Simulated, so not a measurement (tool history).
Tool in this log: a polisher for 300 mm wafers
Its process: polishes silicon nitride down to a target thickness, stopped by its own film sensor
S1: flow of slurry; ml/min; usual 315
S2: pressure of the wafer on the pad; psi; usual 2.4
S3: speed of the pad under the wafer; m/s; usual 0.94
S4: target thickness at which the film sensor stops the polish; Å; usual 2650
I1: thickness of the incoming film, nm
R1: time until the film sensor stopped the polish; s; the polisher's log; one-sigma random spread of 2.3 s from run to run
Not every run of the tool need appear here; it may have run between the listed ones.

| run | hour | S1 | S2 | S3 | S4 | I1 | R1 |
|---|---|---|---|---|---|---|---|
| 1 | 0 | 315 | 2.8 | 0.94 | 2650 | 438.6 | 135.3 |
|  | 0.4 | slurry nozzle cleaned |
|  | 50.8 | worn pad replaced by a new one |
| 2 | 66.8 | 315 | 2.1 | 0.94 | 2650 | 431.7 | 171.8 |
| 3 | 138.1 | 315 | 2.4 | 0.94 | 2650 | 435.7 | 151.9 |
| 4 | 168.2 | 315 | 2.4 | 0.94 | 2650 | 427.9 | 152 |
|  | 199.8 | worn pad replaced by a new one |
| 5 | 226.9 | 315 | 2.7 | 0.94 | 2650 | 434.7 | 136.4 |
|  | 260 | slurry nozzle cleaned |
| 6 | 267.1 | 315 | 2.7 | 0.94 | 2650 | 433.4 | 135.4 |
| 7 | 300.9 | 315 | 2.4 | 0.94 | 2650 | 427.1 | 150.1 |
|  | 329.3 | worn pad replaced by a new one |
| 8 | 333.5 | 315 | 2.4 | 0.94 | 2650 | 431.3 | 155.8 |
| 9 | 364.9 | 225 | 1.8 | 0.64 | 2650 | 428.3 | 285 |
|  | 378.9 | head pressure recalibrated |
| 10 | 427.1 | 315 | 2.4 | 0.94 | 2650 | 432.1 | 153.1 |
| 11 | 456.4 | 315 | 2.7 | 0.94 | 2650 | 421.9 | 126 |
|  | 466.2 | worn pad replaced by a new one |
| 12 | 512.1 | 415 | 2.4 | 0.94 | 2650 | 438.6 | 159.7 |
|  | 548 | slurry nozzle cleaned |
| 13 | 581.6 | 395 | 1.8 | 1.12 | 3100 | 423.9 | 116.3 |
|  | 614.5 | worn pad replaced by a new one |
| 14 | 632.6 | 355 | 2.4 | 1.08 | 2650 | 424 | 128.1 |
| 15 | 704.3 | 315 | 2.4 | 0.64 | 2180 | 428 | 259.8 |
| 16 | 732.6 | 360 | 2.4 | 1.04 | 2830 | 425.4 | 118.2 |

Alternative continuations, all from the tool just after run 16; predict every row:
| A | 733.1 | 315 | 2.4 | 0.94 | 2480 | 432.7 | ? |
| B | 733.1 | 400 | 2.4 | 0.94 | 2970 | 432.7 | ? |
| C | 733.1 | 380 | 2.4 | 1.06 | 2650 | 432.7 | ? |
| D | 733.1 | 375 | 3.1 | 0.94 | 2340 | 432.7 | ? |
| E | 733.1 | 220 | 1.8 | 0.94 | 2330 | 432.7 | ? |

| run | R1 |
|---|---|
| A | 165.5 |
| B | 119.2 |
| C | 134.3 |
| D | 135.8 |
| E | 248.8 |
Without the tool's unlogged condition, the same runs would have read:
| run | R1 |
|---|---|
| A | 165.5 |
| B | 119.2 |
| C | 134.3 |
| D | 135.8 |
| E | 248.8 |
